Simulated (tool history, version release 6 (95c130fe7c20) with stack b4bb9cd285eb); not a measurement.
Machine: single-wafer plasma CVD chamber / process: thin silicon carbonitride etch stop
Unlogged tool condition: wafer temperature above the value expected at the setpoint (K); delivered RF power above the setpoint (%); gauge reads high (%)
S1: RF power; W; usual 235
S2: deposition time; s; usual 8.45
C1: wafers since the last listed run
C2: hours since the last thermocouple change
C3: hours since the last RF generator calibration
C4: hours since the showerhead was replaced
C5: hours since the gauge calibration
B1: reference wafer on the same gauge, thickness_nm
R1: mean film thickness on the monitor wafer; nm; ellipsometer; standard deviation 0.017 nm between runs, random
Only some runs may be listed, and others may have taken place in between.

Run 1, hour 0.0: usual settings; C1 0; C2 1759.6; C3 679.7; C4 3077.3; C5 264.8; B1 6.373. Result: R1 5.699 nm.
Run 2, hour 32.0: usual settings but S1 215 W; C1 528; C2 1791.6; C3 711.7; C4 3109.3; C5 296.8; B1 6.362. Result: R1 5.524 nm.
Run 3, hour 59.0: usual settings but S1 215 W; C1 446; C2 1818.6; C3 738.7; C4 3136.3; C5 323.8; B1 6.373. Result: R1 5.513 nm.
Run 4, hour 95.6: usual settings but S1 215 W; C1 604; C2 1855.2; C3 775.3; C4 3172.9; C5 360.4; B1 6.367. Result: R1 5.519 nm.
Run 5, hour 147.0: usual settings; C1 849; C2 1906.6; C3 826.7; C4 3224.3; C5 411.8; B1 6.379. Result: R1 5.652 nm.
Run 6, hour 184.1: usual settings; C1 612; C2 1943.7; C3 863.8; C4 3261.4; C5 448.9; B1 6.376. Result: R1 5.676 nm.
Run 7, hour 234.9: usual settings; C1 839; C2 1994.5; C3 914.6; C4 3312.2; C5 499.7; B1 6.369. Result: R1 5.669 nm.
Run 8, hour 290.0: usual settings; C1 910; C2 2049.6; C3 969.7; C4 3367.3; C5 554.8; B1 6.374. Result: R1 5.618 nm.
At hour 332.8: RF generator calibrated.
Run 9, hour 408.5: usual settings; C1 1825; C2 2168.1; C3 75.7; C4 3485.8; C5 673.3; B1 6.373. Result: R1 5.666 nm.
Run 10, hour 447.5: usual settings but S1 225 W; C1 644; C2 2207.1; C3 114.7; C4 3524.8; C5 712.3; B1 6.368. Result: R1 5.587 nm.
Run 11, hour 481.1: usual settings but S2 9.39 s; C1 555; C2 2240.7; C3 148.3; C4 3558.4; C5 745.9; B1 6.364. Result: R1 6.282 nm.
At hour 500.3: thermocouple changed; heater temperature recalibrated.
Run 12, hour 542.7: usual settings but S2 9.39 s; C1 885; C2 42.4; C3 209.9; C4 3620.0; C5 807.5; B1 6.372. Result: R1 6.278 nm.
Run 13, hour 571.2: usual settings but S2 7.99 s; C1 470; C2 70.9; C3 238.4; C4 3648.5; C5 836.0; B1 6.373. Result: R1 5.334 nm.
At hour 581.1: showerhead replaced.
Run 14, hour 642.2: usual settings but S2 7.99 s; C1 1040; C2 141.9; C3 309.4; C4 61.1; C5 907.0; B1 6.364. Result: R1 5.351 nm.
Run 15, hour 774.0: usual settings; C1 2177; C2 273.7; C3 441.2; C4 192.9; C5 1038.8; B1 6.369. Result: R1 5.664 nm.
Run 16, hour 813.8: usual settings; C1 657; C2 313.5; C3 481.0; C4 232.7; C5 1078.6; B1 6.360. Result: R1 5.678 nm.
Run 17, hour 882.4: usual settings but S1 275 W; C1 1133; C2 382.1; C3 549.6; C4 301.3; C5 1147.2; B1 6.364. Result: R1 5.894 nm.
Run 18, hour 906.7: usual settings but S1 255 W; C1 401; C2 406.4; C3 573.9; C4 325.6; C5 1171.5; B1 6.371. Result: R1 5.794 nm.
Run 19, hour 955.6: usual settings but S1 215 W, S2 7.48 s; C1 807; C2 455.3; C3 622.8; C4 374.5; C5 1220.4; B1 6.370. Result: R1 4.899 nm.
Run 20, hour 1020.3: usual settings; C1 1068; C2 520.0; C3 687.5; C4 439.2; C5 1285.1; B1 6.373. Result: R1 5.672 nm.
Run 21, hour 1065.5: usual settings but S1 225 W; C1 746; C2 565.2; C3 732.7; C4 484.4; C5 1330.3; B1 6.366. Result: R1 5.583 nm.
At hour 1103.2: gauge calibrated.
Run 22, hour 1120.7: usual settings but S1 200 W; C1 911; C2 620.4; C3 787.9; C4 539.6; C5 17.5; B1 6.366. Result: R1 5.390 nm.
Run 23, hour 1166.4: usual settings; C1 754; C2 666.1; C3 833.6; C4 585.3; C5 63.2; B1 6.377. Result: R1 5.657 nm.
Run 24, hour 1233.4: usual settings but S1 280 W, S2 7.97 s; C1 1106; C2 733.1; C3 900.6; C4 652.3; C5 130.2; B1 6.369. Result: R1 5.650 nm.
Run 25, hour 1299.5: usual settings but S1 210 W, S2 9.54 s; C1 1091; C2 799.2; C3 966.7; C4 718.4; C5 196.3; B1 6.370. Result: R1 6.196 nm.
At hour 1336.0: RF generator calibrated.
Run 26, hour 1346.9: usual settings but S1 205 W; C1 650; C2 846.6; C3 10.9; C4 765.8; C5 243.7; B1 6.366. Result: R1 5.407 nm.
Run 27, hour 1372.1: usual settings but S1 190 W, S2 9.80 s; C1 416; C2 871.8; C3 36.1; C4 791.0; C5 268.9; B1 6.375. Result: R1 6.143 nm.
Run 28, hour 1439.2: usual settings but S2 7.36 s; C1 1108; C2 938.9; C3 103.2; C4 858.1; C5 336.0; B1 6.374. Result: R1 4.922 nm.
Run 29, hour 1506.8: usual settings but S1 225 W; C1 1116; C2 1006.5; C3 170.8; C4 925.7; C5 403.6; B1 6.366. Result: R1 5.576 nm.
Run 30, hour 1561.1: usual settings; C1 897; C2 1060.8; C3 225.1; C4 980.0; C5 457.9; B1 6.371. Result: R1 5.648 nm.
Run 31, hour 1587.2: usual settings; C1 431; C2 1086.9; C3 251.2; C4 1006.1; C5 484.0; B1 6.369. Result: R1 5.649 nm.
Run 32, hour 1635.3: usual settings but S1 280 W, S2 6.95 s; C1 794; C2 1135.0; C3 299.3; C4 1054.2; C5 532.1; B1 6.361. Result: R1 4.910 nm.
Run 33, hour 1677.1: usual settings; C1 690; C2 1176.8; C3 341.1; C4 1096.0; C5 573.9; B1 6.371. Result: R1 5.657 nm.
Run 34, hour 1701.4: usual settings but S1 190 W, S2 7.54 s; C1 401; C2 1201.1; C3 365.4; C4 1120.3; C5 598.2; B1 6.377. Result: R1 4.723 nm.
Run 35, hour 1731.5: usual settings; C1 497; C2 1231.2; C3 395.5; C4 1150.4; C5 628.3; B1 6.372. Result: R1 5.645 nm.

Below are 5 alternative next runs, each starting from the tool's condition after run 35. Predict each:
Run A, hour 1731.9: usual settings; C1 6; C2 1231.6; C3 395.9; C4 1150.8; C5 628.7; B1 ?. Result: R1 ?.
Run B, hour 1731.9: usual settings but S1 195 W, S2 9.32 s; C1 6; C2 1231.6; C3 395.9; C4 1150.8; C5 628.7; B1 ?. Result: R1 ?.
Run C, hour 1731.9: usual settings but S1 275 W, S2 8.93 s; C1 6; C2 1231.6; C3 395.9; C4 1150.8; C5 628.7; B1 ?. Result: R1 ?.
Run D, hour 1731.9: usual settings but S1 215 W, S2 7.43 s; C1 6; C2 1231.6; C3 395.9; C4 1150.8; C5 628.7; B1 ?. Result: R1 ?.
Run E, hour 1731.9: usual settings but S2 9.72 s; C1 6; C2 1231.6; C3 395.9; C4 1150.8; C5 628.7; B1 ?. Result: R1 ?.

run     B1     R1
  A  6.367  5.678
  B  6.367  5.920
  C  6.367  6.292
  D  6.367  4.861
  E  6.367  6.532
Had the tool no hidden state, the same runs would have come out as:
run     R1
  A  5.678
  B  5.920
  C  6.292
  D  4.861
  E  6.532

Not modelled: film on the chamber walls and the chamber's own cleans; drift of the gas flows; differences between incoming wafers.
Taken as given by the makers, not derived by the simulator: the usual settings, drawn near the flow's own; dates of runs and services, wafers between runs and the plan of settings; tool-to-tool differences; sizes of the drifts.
